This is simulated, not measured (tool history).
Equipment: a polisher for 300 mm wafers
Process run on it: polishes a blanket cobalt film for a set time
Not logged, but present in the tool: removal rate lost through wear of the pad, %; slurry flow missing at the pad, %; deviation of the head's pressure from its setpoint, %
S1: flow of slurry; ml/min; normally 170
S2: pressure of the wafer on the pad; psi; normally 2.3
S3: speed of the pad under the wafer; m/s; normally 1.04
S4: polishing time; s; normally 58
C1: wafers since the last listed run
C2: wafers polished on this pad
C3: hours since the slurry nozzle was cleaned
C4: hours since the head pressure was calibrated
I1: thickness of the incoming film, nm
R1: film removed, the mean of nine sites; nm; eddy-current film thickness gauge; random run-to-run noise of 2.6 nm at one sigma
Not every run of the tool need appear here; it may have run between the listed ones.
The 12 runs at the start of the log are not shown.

-- hour=851.5 slurry nozzle cleaned
-- hour=868 worn pad replaced by a new one
run 13 hour=869.1 | S1=170 S2=2.3 S3=1.04 S4=58 | C1=289 C2=9 C3=17.6 C4=273.7 | I1=1439.1 | R1=315.3
run 14 hour=1053.7 | S1=170 S2=2.3 S3=1.04 S4=58 | C1=1612 C2=1622 C3=202.2 C4=458.3 | I1=1438.6 | R1=324.3
run 15 hour=1113.9 | S1=170 S2=2.3 S3=1.04 S4=58 | C1=525 C2=2147 C3=262.4 C4=518.5 | I1=1447.3 | R1=320.5
run 16 hour=1142 | S1=170 S2=2.3 S3=1.04 S4=58 | C1=245 C2=2393 C3=290.5 C4=546.6 | I1=1442.4 | R1=323.7
run 17 hour=1178.3 | S1=170 S2=2.3 S3=1.04 S4=58 | C1=317 C2=2710 C3=326.8 C4=582.9 | I1=1412 | R1=324.9
run 18 hour=1217.1 | S1=170 S2=2.3 S3=1.04 S4=58 | C1=338 C2=3049 C3=365.6 C4=621.7 | I1=1393.9 | R1=332.7
run 19 hour=1282.8 | S1=170 S2=2.3 S3=1.04 S4=58 | C1=573 C2=3622 C3=431.3 C4=687.4 | I1=1397.8 | R1=332.6
-- hour=1285.1 head pressure recalibrated
run 20 hour=1345.6 | S1=170 S2=2.3 S3=1.04 S4=40 | C1=530 C2=4153 C3=494.1 C4=60.5 | I1=1431.6 | R1=216.3
-- hour=1358.2 worn pad replaced by a new one
run 21 hour=1382.2 | S1=135 S2=2.5 S3=0.92 S4=45 | C1=284 C2=209 C3=530.7 C4=97.1 | I1=1442.4 | R1=220.8
run 22 hour=1414.7 | S1=170 S2=2.1 S3=1.04 S4=58 | C1=283 C2=493 C3=563.2 C4=129.6 | I1=1417.7 | R1=293.3
run 23 hour=1443.9 | S1=205 S2=2.3 S3=1.04 S4=58 | C1=255 C2=748 C3=592.4 C4=158.8 | I1=1403.7 | R1=321.5
run 24 hour=1509.5 | S1=215 S2=2 S3=1.26 S4=66 | C1=572 C2=1321 C3=658 C4=224.4 | I1=1413.2 | R1=403.4
run 25 hour=1554.6 | S1=170 S2=2.3 S3=1.04 S4=62 | C1=393 C2=1715 C3=703.1 C4=269.5 | I1=1401.8 | R1=341.3
-- hour=1602.5 slurry nozzle cleaned
run 26 hour=1610.9 | S1=190 S2=2.9 S3=0.72 S4=71 | C1=482 C2=2198 C3=8.4 C4=325.8 | I1=1413.2 | R1=330.1
run 27 hour=1642.3 | S1=170 S2=2.3 S3=0.92 S4=58 | C1=274 C2=2472 C3=39.8 C4=357.2 | I1=1430.6 | R1=287.2
run 28 hour=1698.1 | S1=170 S2=1.6 S3=1.04 S4=58 | C1=487 C2=2960 C3=95.6 C4=413 | I1=1426.7 | R1=244.5
run 29 hour=1750.1 | S1=205 S2=2.3 S3=0.8 S4=58 | C1=454 C2=3414 C3=147.6 C4=465 | I1=1392.3 | R1=253.4
-- hour=1776.2 worn pad replaced by a new one
run 30 hour=1806.9 | S1=170 S2=2.3 S3=1.16 S4=41 | C1=461 C2=267 C3=204.4 C4=521.8 | I1=1435.9 | R1=258.1

What will run 31 give?
run 31 hour=1860 | S1=215 S2=2.3 S3=0.68 S4=58 | C1=463 C2=731 C3=257.5 C4=574.9 | I1=1442.1 | R1=?

{"run 31": {"R1": 219.2}}
On a tool with no hidden condition, and with the same random variation, this run would have come out at R1 203.2 nm.
